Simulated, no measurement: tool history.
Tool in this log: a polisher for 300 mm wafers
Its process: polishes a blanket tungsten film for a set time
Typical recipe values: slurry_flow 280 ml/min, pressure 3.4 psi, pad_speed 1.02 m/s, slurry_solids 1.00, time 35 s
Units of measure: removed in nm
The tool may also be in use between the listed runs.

| run | hour | slurry_flow | pressure | pad_speed | slurry_solids | time | wafers since the last listed run | wafers polished on this pad | hours since the slurry nozzle was cleaned | hours since the head pressure was calibrated | hours since the slurry blender was calibrated | hours since the slurry got fresh peroxide | incoming thickness of the incoming film, nm | removed |
|---|---|---|---|---|---|---|---|---|---|---|---|---|---|---|
| 1 | 0.0 | 280 | 2.7 | 1.02 | 1.00 | 35 | 0 | 835 | 332.8 | 454.4 | 134.0 | 62.6 | 730.7 | 120.6 |
| 2 | 30.3 | 280 | 3.4 | 1.02 | 1.00 | 35 | 368 | 1204 | 363.1 | 484.7 | 164.3 | 92.9 | 728.1 | 150.2 |
|  | 84.8 | worn pad replaced by a new one |
| 3 | 85.3 | 280 | 3.4 | 1.02 | 1.00 | 35 | 620 | 6 | 418.1 | 539.7 | 219.3 | 147.9 | 723.6 | 148.9 |
|  | 107.6 | slurry tank refilled with fresh slurry and peroxide |
|  | 126.9 | slurry blender recalibrated |
| 4 | 141.2 | 280 | 3.4 | 1.02 | 1.00 | 35 | 643 | 650 | 474.0 | 595.6 | 14.3 | 33.6 | 728.2 | 152.9 |
|  | 150.7 | slurry nozzle cleaned |
| 5 | 181.5 | 280 | 3.4 | 1.02 | 1.00 | 35 | 478 | 1128 | 30.8 | 635.9 | 54.6 | 73.9 | 721.6 | 152.6 |
| 6 | 211.5 | 280 | 3.4 | 1.02 | 1.00 | 35 | 365 | 1493 | 60.8 | 665.9 | 84.6 | 103.9 | 722.9 | 149.4 |
|  | 250.9 | worn pad replaced by a new one |
| 7 | 262.7 | 280 | 3.4 | 1.02 | 1.20 | 35 | 574 | 143 | 112.0 | 717.1 | 135.8 | 155.1 | 724.1 | 158.5 |
|  | 272.1 | slurry tank refilled with fresh slurry and peroxide |
| 8 | 309.9 | 280 | 3.4 | 1.02 | 1.20 | 35 | 562 | 705 | 159.2 | 764.3 | 183.0 | 37.8 | 713.4 | 158.5 |
| 9 | 352.3 | 280 | 3.4 | 1.02 | 1.00 | 35 | 515 | 1221 | 201.6 | 806.7 | 225.4 | 80.2 | 718.6 | 148.2 |
|  | 391.1 | worn pad replaced by a new one, of another model than before |
|  | 396.0 | slurry blender recalibrated |
| 10 | 405.4 | 280 | 2.6 | 1.02 | 0.85 | 35 | 573 | 149 | 254.7 | 859.8 | 9.4 | 133.3 | 714.5 | 126.0 |
| 11 | 440.6 | 250 | 3.4 | 1.02 | 1.15 | 35 | 428 | 577 | 289.9 | 895.0 | 44.6 | 168.5 | 713.8 | 154.8 |
|  | 442.3 | slurry tank refilled with fresh slurry and peroxide |
| 12 | 472.8 | 250 | 3.4 | 1.02 | 1.15 | 35 | 379 | 957 | 322.1 | 927.2 | 76.8 | 30.5 | 719.7 | 157.3 |
|  | 512.2 | head pressure recalibrated |
| 13 | 512.7 | 210 | 4.0 | 1.02 | 0.85 | 25 | 461 | 1418 | 362.0 | 0.5 | 116.7 | 70.4 | 709.2 | 109.0 |
| 14 | 552.3 | 280 | 3.4 | 1.02 | 1.00 | 35 | 481 | 1900 | 401.6 | 40.1 | 156.3 | 110.0 | 721.2 | 150.4 |
|  | 560.0 | slurry nozzle cleaned |
|  | 560.8 | worn pad replaced by a new one |
|  | 595.4 | slurry tank refilled with fresh slurry and peroxide |
| 15 | 600.3 | 280 | 2.8 | 1.30 | 1.20 | 35 | 549 | 467 | 40.3 | 88.1 | 204.3 | 4.9 | 706.4 | 168.4 |
|  | 607.0 | slurry blender recalibrated |
| 16 | 633.1 | 375 | 2.5 | 1.02 | 1.00 | 35 | 374 | 842 | 73.1 | 120.9 | 26.1 | 37.7 | 730.6 | 136.5 |
|  | 710.3 | worn pad replaced by a new one |
| 17 | 712.4 | 280 | 3.4 | 1.14 | 0.70 | 42 | 916 | 25 | 152.4 | 200.2 | 105.4 | 117.0 | 710.9 | 176.2 |
|  | 746.0 | slurry tank refilled with fresh slurry and peroxide |
| 18 | 764.1 | 280 | 3.4 | 1.02 | 1.00 | 35 | 616 | 642 | 204.1 | 251.9 | 157.1 | 18.1 | 719.2 | 150.1 |

Selected run-to-run steps in removed, each split into two signed amounts: the part the tool would show with no hidden state at all (from settings, incoming material and random variation), and the remainder, which goes to the hidden state together with any gauge scatter not common to the measured and the hidden-state-free results:
What the log doesn't record here: removal rate lost through wear of the pad, %; slurry flow missing at the pad, %; deviation of the head's pressure from its setpoint, %; abrasive missing from the slurry, %; peroxide lost from the slurry, %.
Run 3 -> 4: slurry tank refilled with fresh slurry and peroxide, slurry blender recalibrated. removed +4.0 nm: hidden state +5.4, all else -1.4.
Run 12 -> 13: slurry_flow 250 -> 210, pressure 3.4 -> 4.0, slurry_solids 1.15 -> 0.85, time 35 -> 25, head pressure recalibrated. removed -48.3 nm: hidden state -0.3, all else -48.0.

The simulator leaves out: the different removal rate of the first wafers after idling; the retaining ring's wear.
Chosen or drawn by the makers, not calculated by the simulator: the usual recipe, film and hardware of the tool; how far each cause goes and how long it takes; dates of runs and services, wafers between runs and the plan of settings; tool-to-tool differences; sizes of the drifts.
